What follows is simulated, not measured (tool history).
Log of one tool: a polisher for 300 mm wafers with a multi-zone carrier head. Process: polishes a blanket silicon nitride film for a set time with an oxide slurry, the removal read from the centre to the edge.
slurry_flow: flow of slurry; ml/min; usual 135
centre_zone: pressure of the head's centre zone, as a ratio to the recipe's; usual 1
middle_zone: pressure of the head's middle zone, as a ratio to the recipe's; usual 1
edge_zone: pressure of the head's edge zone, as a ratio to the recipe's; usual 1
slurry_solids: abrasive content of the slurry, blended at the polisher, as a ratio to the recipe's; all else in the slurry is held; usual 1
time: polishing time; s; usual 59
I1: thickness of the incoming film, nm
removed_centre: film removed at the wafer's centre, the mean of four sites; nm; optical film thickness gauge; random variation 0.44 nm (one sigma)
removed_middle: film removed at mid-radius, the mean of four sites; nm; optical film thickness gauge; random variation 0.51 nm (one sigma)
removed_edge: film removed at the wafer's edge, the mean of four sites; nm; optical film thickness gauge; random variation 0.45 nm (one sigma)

run 1 hour=0 | slurry_flow=135 centre_zone=1 middle_zone=1 edge_zone=0.96 slurry_solids=1 time=59 | I1=495.3 | removed_centre=42.5 removed_middle=42.4 removed_edge=41.9
-- hour=12.7 slurry nozzle cleaned
run 2 hour=36.9 | slurry_flow=135 centre_zone=1 middle_zone=1 edge_zone=1 slurry_solids=1 time=59 | I1=500.1 | removed_centre=47.9 removed_middle=47.5 removed_edge=45.8
-- hour=46.9 edge zone pressure recalibrated
run 3 hour=92.5 | slurry_flow=135 centre_zone=1 middle_zone=1 edge_zone=1 slurry_solids=1 time=59 | I1=492.9 | removed_centre=48.3 removed_middle=45.9 removed_edge=46.2
run 4 hour=126.1 | slurry_flow=135 centre_zone=1 middle_zone=1 edge_zone=1 slurry_solids=1 time=59 | I1=504.5 | removed_centre=46.6 removed_middle=45.8 removed_edge=46
run 5 hour=156.6 | slurry_flow=155 centre_zone=0.9 middle_zone=0.96 edge_zone=1 slurry_solids=1 time=59 | I1=496.8 | removed_centre=43.8 removed_middle=45.7 removed_edge=47.2
run 6 hour=189.3 | slurry_flow=105 centre_zone=1.07 middle_zone=1 edge_zone=1.09 slurry_solids=1.3 time=59 | I1=503.5 | removed_centre=51.5 removed_middle=48.5 removed_edge=49.8
run 7 hour=228.7 | slurry_flow=100 centre_zone=1 middle_zone=0.92 edge_zone=0.91 slurry_solids=1.2 time=59 | I1=493.5 | removed_centre=45.5 removed_middle=42.7 removed_edge=44.2
run 8 hour=291.5 | slurry_flow=160 centre_zone=1 middle_zone=1 edge_zone=1 slurry_solids=1 time=79 | I1=501.1 | removed_centre=63.5 removed_middle=61.6 removed_edge=61
run 9 hour=343.4 | slurry_flow=135 centre_zone=1 middle_zone=1 edge_zone=1 slurry_solids=1 time=51 | I1=504.1 | removed_centre=39.4 removed_middle=37.7 removed_edge=38.9
run 10 hour=413.3 | slurry_flow=135 centre_zone=1 middle_zone=1 edge_zone=1 slurry_solids=1 time=59 | I1=506.1 | removed_centre=44.3 removed_middle=43.1 removed_edge=43.9
-- hour=435.9 worn pad replaced by a new one
-- hour=438.3 slurry nozzle cleaned
run 11 hour=472.3 | slurry_flow=135 centre_zone=1 middle_zone=1 edge_zone=1.08 slurry_solids=1 time=44 | I1=505.7 | removed_centre=35.8 removed_middle=34.7 removed_edge=34.7
-- hour=509.1 carrier head's membrane replaced by a new one
run 12 hour=511.4 | slurry_flow=135 centre_zone=1.07 middle_zone=1.06 edge_zone=0.9 slurry_solids=1 time=59 | I1=494.6 | removed_centre=51.7 removed_middle=48.4 removed_edge=43.7
run 13 hour=572.5 | slurry_flow=135 centre_zone=1.1 middle_zone=0.97 edge_zone=1 slurry_solids=1 time=59 | I1=506.1 | removed_centre=52.2 removed_middle=44.2 removed_edge=45.8
run 14 hour=623 | slurry_flow=135 centre_zone=1 middle_zone=1.07 edge_zone=1 slurry_solids=1 time=59 | I1=505.1 | removed_centre=46.4 removed_middle=47.2 removed_edge=44.7
run 15 hour=675.4 | slurry_flow=170 centre_zone=1 middle_zone=1.06 edge_zone=1 slurry_solids=1 time=59 | I1=498.4 | removed_centre=49.3 removed_middle=49.4 removed_edge=45.7
run 16 hour=728.1 | slurry_flow=135 centre_zone=1 middle_zone=1 edge_zone=1.04 slurry_solids=1 time=59 | I1=498.3 | removed_centre=45.5 removed_middle=44.2 removed_edge=45
run 17 hour=764.7 | slurry_flow=135 centre_zone=1 middle_zone=1 edge_zone=1 slurry_solids=1 time=59 | I1=495.1 | removed_centre=45.2 removed_middle=43.8 removed_edge=44.4
run 18 hour=811.5 | slurry_flow=180 centre_zone=1 middle_zone=0.94 edge_zone=1 slurry_solids=0.85 time=52 | I1=496.3 | removed_centre=39.6 removed_middle=36 removed_edge=37.1
run 19 hour=857.2 | slurry_flow=135 centre_zone=1 middle_zone=1 edge_zone=1 slurry_solids=0.8 time=59 | I1=502.8 | removed_centre=38.7 removed_middle=38.9 removed_edge=39.9
run 20 hour=885.6 | slurry_flow=165 centre_zone=1 middle_zone=1 edge_zone=1 slurry_solids=0.7 time=59 | I1=505.4 | removed_centre=38.7 removed_middle=38.3 removed_edge=38.1
-- hour=889.5 centre zone pressure recalibrated
-- hour=935 worn pad replaced by a new one
-- hour=941.1 slurry nozzle cleaned
run 21 hour=947.4 | slurry_flow=155 centre_zone=0.91 middle_zone=1 edge_zone=1 slurry_solids=0.7 time=66 | I1=511 | removed_centre=44 removed_middle=45 removed_edge=45.1
run 22 hour=1005.8 | slurry_flow=135 centre_zone=1 middle_zone=1 edge_zone=0.91 slurry_solids=1 time=59 | I1=490.9 | removed_centre=48 removed_middle=46.7 removed_edge=44.2

3 ways to go on from here, each from the tool as it stands after run 22. What would each give?
run A hour=1006.2 | slurry_flow=135 centre_zone=1 middle_zone=1 edge_zone=1 slurry_solids=1 time=59 | I1=502.4 | removed_centre=? removed_middle=? removed_edge=?
run B hour=1006.2 | slurry_flow=135 centre_zone=1.08 middle_zone=1 edge_zone=1 slurry_solids=1 time=59 | I1=502.4 | removed_centre=? removed_middle=? removed_edge=?
run C hour=1006.2 | slurry_flow=135 centre_zone=1.07 middle_zone=1 edge_zone=0.91 slurry_solids=1 time=46 | I1=502.4 | removed_centre=? removed_middle=? removed_edge=?

run=A removed_centre=47.7 removed_middle=47.4 removed_edge=45.2
run=B removed_centre=51.6 removed_middle=47.3 removed_edge=45.2
run=C removed_centre=39.8 removed_middle=36.9 removed_edge=33.8
Without the tool's hidden state the same runs would have given:
run=A removed_centre=48.5 removed_middle=48 removed_edge=45.6
run=B removed_centre=52.4 removed_middle=48 removed_edge=45.6
run=C removed_centre=40.4 removed_middle=37.4 removed_edge=34.2
